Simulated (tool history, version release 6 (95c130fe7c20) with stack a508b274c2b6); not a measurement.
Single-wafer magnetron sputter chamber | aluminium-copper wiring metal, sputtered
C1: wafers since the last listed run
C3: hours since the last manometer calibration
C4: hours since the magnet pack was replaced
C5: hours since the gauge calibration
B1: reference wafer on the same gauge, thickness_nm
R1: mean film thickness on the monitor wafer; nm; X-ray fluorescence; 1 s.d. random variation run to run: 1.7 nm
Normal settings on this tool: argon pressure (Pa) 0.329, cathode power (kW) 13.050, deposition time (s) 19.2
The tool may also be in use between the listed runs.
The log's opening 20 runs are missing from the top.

run 21 hour=1703.5 | argon_pressure_(Pa)=0.426 cathode_power_(kW)=12.050 deposition_time_(s)=22.3 | C1=2169 wafers_on_the_sputter_target=7371 C3=280.4 C4=870.9 C5=436.3 | B1=503.491 | R1=528.225
run 22 hour=1757.3 | argon_pressure_(Pa)=0.376 cathode_power_(kW)=15.650 deposition_time_(s)=16.0 | C1=2058 wafers_on_the_sputter_target=9429 C3=334.2 C4=924.7 C5=490.1 | B1=503.107 | R1=490.340
run 23 hour=2055.6 | argon_pressure_(Pa)=0.329 cathode_power_(kW)=13.050 deposition_time_(s)=19.2 | C1=11411 wafers_on_the_sputter_target=20841 C3=632.5 C4=1223.0 C5=788.4 | B1=502.937 | R1=509.818
-- hour=2120.8 sputter target and shields replaced
run 24 hour=2123.0 | argon_pressure_(Pa)=0.329 cathode_power_(kW)=13.050 deposition_time_(s)=17.3 | C1=2272 wafers_on_the_sputter_target=83 C3=699.9 C4=1290.4 C5=855.8 | B1=503.564 | R1=471.488
run 25 hour=2162.2 | argon_pressure_(Pa)=0.459 cathode_power_(kW)=14.300 deposition_time_(s)=17.7 | C1=1499 wafers_on_the_sputter_target=1583 C3=739.1 C4=1329.6 C5=895.0 | B1=503.342 | R1=487.648
run 26 hour=2245.7 | argon_pressure_(Pa)=0.329 cathode_power_(kW)=13.050 deposition_time_(s)=19.2 | C1=3194 wafers_on_the_sputter_target=4777 C3=822.6 C4=1413.1 C5=978.5 | B1=502.861 | R1=521.614
run 27 hour=2524.8 | argon_pressure_(Pa)=0.242 cathode_power_(kW)=12.100 deposition_time_(s)=19.2 | C1=10676 wafers_on_the_sputter_target=15454 C3=1101.7 C4=1692.2 C5=1257.6 | B1=503.726 | R1=509.357
run 28 hour=2587.4 | argon_pressure_(Pa)=0.295 cathode_power_(kW)=10.300 deposition_time_(s)=20.4 | C1=2394 wafers_on_the_sputter_target=17849 C3=1164.3 C4=1754.8 C5=1320.2 | B1=502.866 | R1=452.764
-- hour=2660.1 sputter target and shields replaced
run 29 hour=2673.2 | argon_pressure_(Pa)=0.329 cathode_power_(kW)=11.650 deposition_time_(s)=19.2 | C1=2976 wafers_on_the_sputter_target=500 C3=1250.1 C4=1840.6 C5=1406.0 | B1=503.589 | R1=468.499

Forecast run 30:
run 30 hour=2757.8 | argon_pressure_(Pa)=0.329 cathode_power_(kW)=13.050 deposition_time_(s)=19.2 | C1=3236 wafers_on_the_sputter_target=3736 C3=1334.7 C4=1925.2 C5=1490.6 | B1=? | R1=?

Run 30 produced B1 503.312, R1 517.585 nm.
Without the tool's hidden state the same run would have given R1 526.840 nm.

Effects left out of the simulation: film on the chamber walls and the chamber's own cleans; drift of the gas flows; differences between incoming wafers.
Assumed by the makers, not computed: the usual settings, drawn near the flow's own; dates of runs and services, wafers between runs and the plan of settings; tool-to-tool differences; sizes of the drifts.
